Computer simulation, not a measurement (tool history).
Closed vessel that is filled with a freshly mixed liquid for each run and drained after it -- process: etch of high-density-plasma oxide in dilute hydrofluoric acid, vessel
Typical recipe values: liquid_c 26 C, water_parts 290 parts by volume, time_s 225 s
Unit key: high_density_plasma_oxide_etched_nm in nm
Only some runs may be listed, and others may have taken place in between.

run,hour,liquid_c,water_parts,time_s,wafers since the last listed run,hours since the thermometer was replaced,hours since the hydrofluoric acid flow meter was replaced,hours since the gauge calibration,"read-back film thickness of the high-density-plasma oxide reference wafer, read on the same gauge (nm)",high_density_plasma_oxide_etched_nm
1,0,26,290,130,0,845.9,1397.2,588.5,149.989,2.579
2,41.1,26,290,130,4929,887,1438.3,629.6,149.974,2.58
3,79.3,26,290,225,4581,925.2,1476.5,667.8,150.018,4.446
4,104.5,26,290,225,3022,950.4,1501.7,693,149.979,4.508
5,162.3,26,250,225,6931,1008.2,1559.5,750.8,149.995,5.376
6,196.7,26,290,150,4125,1042.6,1593.9,785.2,150.028,3.002
7,245.2,30,290,225,5816,1091.1,1642.4,833.7,149.981,5.144
8,276.4,30,290,225,3741,1122.3,1673.6,864.9,149.99,5.136
9,317.4,26,240,225,4917,1163.3,1714.6,905.9,150.019,5.686
10,359.9,26,240,225,5096,1205.8,1757.1,948.4,150,5.663
11,385,26,240,225,3010,1230.9,1782.2,973.5,149.962,5.65
12,423.5,23.5,290,225,4617,1269.4,1820.7,1012,149.997,4.094
13,477.8,23.5,290,225,6512,1323.7,1875,1066.3,149.999,4.083
14,520.2,26,290,225,5084,1366.1,1917.4,1108.7,149.992,4.472
15,576.2,26,290,225,6716,1422.1,1973.4,1164.7,149.999,4.458
16,613,28.5,350,225,4413,1458.9,2010.2,1201.5,150.018,3.754
17,670.3,26,290,150,6871,1516.2,2067.5,1258.8,150.005,2.986
18,711.1,28.5,290,170,4893,1557,2108.3,1299.6,149.991,3.663
# hour 717.9: hydrofluoric acid flow meter replaced
# hour 723.7: thermometer replaced
19,878.1,26,290,340,19788,154.4,160.2,1466.6,149.981,6.813
20,939,26,290,150,7303,215.3,221.1,1527.5,149.991,2.98
21,1000,26,290,150,7315,276.3,282.1,1588.5,149.961,2.965
22,1038.1,28.5,290,170,4569,314.4,320.2,1626.6,149.977,3.658
23,1107.6,26,290,170,8335,383.9,389.7,1696.1,150.027,3.374
24,1172.8,26,370,100,7819,449.1,454.9,1761.3,150.017,1.427
# hour 1252.8: gauge calibrated
25,1255.2,30,290,310,9882,531.5,537.3,2.4,149.976,6.995
26,1326.9,26,400,180,8598,603.2,609,74.1,150.012,2.337
27,1478,23.5,390,150,18121,754.3,760.1,225.2,149.978,1.853
28,1535.2,26,290,150,6859,811.5,817.3,282.4,149.98,2.993
29,1587.9,26,290,225,6320,864.2,870,335.1,150.054,4.495
30,1657.3,24.5,220,130,8323,933.6,939.4,404.5,149.993,3.459
31,1711.2,26,290,325,6464,987.5,993.3,458.4,149.994,6.51
32,1736.2,26,290,280,2998,1012.5,1018.3,483.4,150.003,5.533
33,1781.7,26,290,225,5456,1058,1063.8,528.9,149.938,4.479

3 ways to go on from here, each from the tool as it stands after run 33. What would each give?
A,1782.4,26,290,350,83,1058.7,1064.5,529.6,?,?
B,1782.4,23,155,280,83,1058.7,1064.5,529.6,?,?
C,1782.4,29.5,200,155,83,1058.7,1064.5,529.6,?,?

run,"read-back film thickness of the high-density-plasma oxide reference wafer, read on the same gauge (nm)",high_density_plasma_oxide_etched_nm
A,150.01,6.951
B,150.01,10.773
C,150.01,5.565
With the hidden condition removed and each run's random variation left untouched, the same runs would have given:
run,high_density_plasma_oxide_etched_nm
A,6.951
B,10.773
C,5.565
